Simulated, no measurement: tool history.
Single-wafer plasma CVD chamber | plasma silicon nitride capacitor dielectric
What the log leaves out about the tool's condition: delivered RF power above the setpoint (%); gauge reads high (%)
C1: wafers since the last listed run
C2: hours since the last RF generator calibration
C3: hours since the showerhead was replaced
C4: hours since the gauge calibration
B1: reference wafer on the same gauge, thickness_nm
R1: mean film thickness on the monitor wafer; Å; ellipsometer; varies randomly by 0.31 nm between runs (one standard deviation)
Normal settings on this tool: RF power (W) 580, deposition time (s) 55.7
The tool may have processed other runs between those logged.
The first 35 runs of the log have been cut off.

run 36 day=42.792 | RF_power_(W)=535 deposition_time_(s)=55.7 | C1=456 C2=594.0 C3=710.1 C4=527.3 | B1=100.599 | R1=954.66
run 37 day=44.767 | RF_power_(W)=620 deposition_time_(s)=51.1 | C1=789 C2=641.4 C3=757.5 C4=574.7 | B1=100.600 | R1=921.23
run 38 day=45.704 | RF_power_(W)=580 deposition_time_(s)=55.7 | C1=374 C2=663.9 C3=780.0 C4=597.2 | B1=100.544 | R1=981.69
run 39 day=47.154 | RF_power_(W)=505 deposition_time_(s)=58.5 | C1=579 C2=698.7 C3=814.8 C4=632.0 | B1=100.606 | R1=972.86
run 40 day=48.258 | RF_power_(W)=495 deposition_time_(s)=60.4 | C1=441 C2=725.2 C3=841.3 C4=658.5 | B1=100.482 | R1=1004.69
run 41 day=48.796 | RF_power_(W)=690 deposition_time_(s)=55.7 | C1=214 C2=738.1 C3=854.2 C4=671.4 | B1=100.383 | R1=1048.62
-- day=49.079 gauge calibrated
run 42 day=49.696 | RF_power_(W)=580 deposition_time_(s)=55.7 | C1=359 C2=759.7 C3=875.8 C4=14.8 | B1=103.701 | R1=1010.86
run 43 day=50.475 | RF_power_(W)=580 deposition_time_(s)=55.7 | C1=311 C2=778.4 C3=894.5 C4=33.5 | B1=103.469 | R1=1012.40

Here are 5 independent what-if runs from the current tool condition. What would each one return?
run A day=50.492 | RF_power_(W)=580 deposition_time_(s)=55.7 | C1=6 C2=778.8 C3=894.9 C4=33.9 | B1=? | R1=?
run B day=50.492 | RF_power_(W)=685 deposition_time_(s)=63.9 | C1=6 C2=778.8 C3=894.9 C4=33.9 | B1=? | R1=?
run C day=50.492 | RF_power_(W)=550 deposition_time_(s)=62.6 | C1=6 C2=778.8 C3=894.9 C4=33.9 | B1=? | R1=?
run D day=50.492 | RF_power_(W)=520 deposition_time_(s)=47.6 | C1=6 C2=778.8 C3=894.9 C4=33.9 | B1=? | R1=?
run E day=50.492 | RF_power_(W)=630 deposition_time_(s)=60.5 | C1=6 C2=778.8 C3=894.9 C4=33.9 | B1=? | R1=?

run=A B1=103.481 R1=1011.54
run=B B1=103.481 R1=1234.26
run=C B1=103.481 R1=1114.09
run=D B1=103.481 R1=828.96
run=E B1=103.481 R1=1133.24
Take away the tool's hidden state, keep each run's random variation, and the runs would have read:
run=A R1=1016.03
run=B R1=1239.74
run=C R1=1119.03
run=D R1=832.64
run=E R1=1138.27

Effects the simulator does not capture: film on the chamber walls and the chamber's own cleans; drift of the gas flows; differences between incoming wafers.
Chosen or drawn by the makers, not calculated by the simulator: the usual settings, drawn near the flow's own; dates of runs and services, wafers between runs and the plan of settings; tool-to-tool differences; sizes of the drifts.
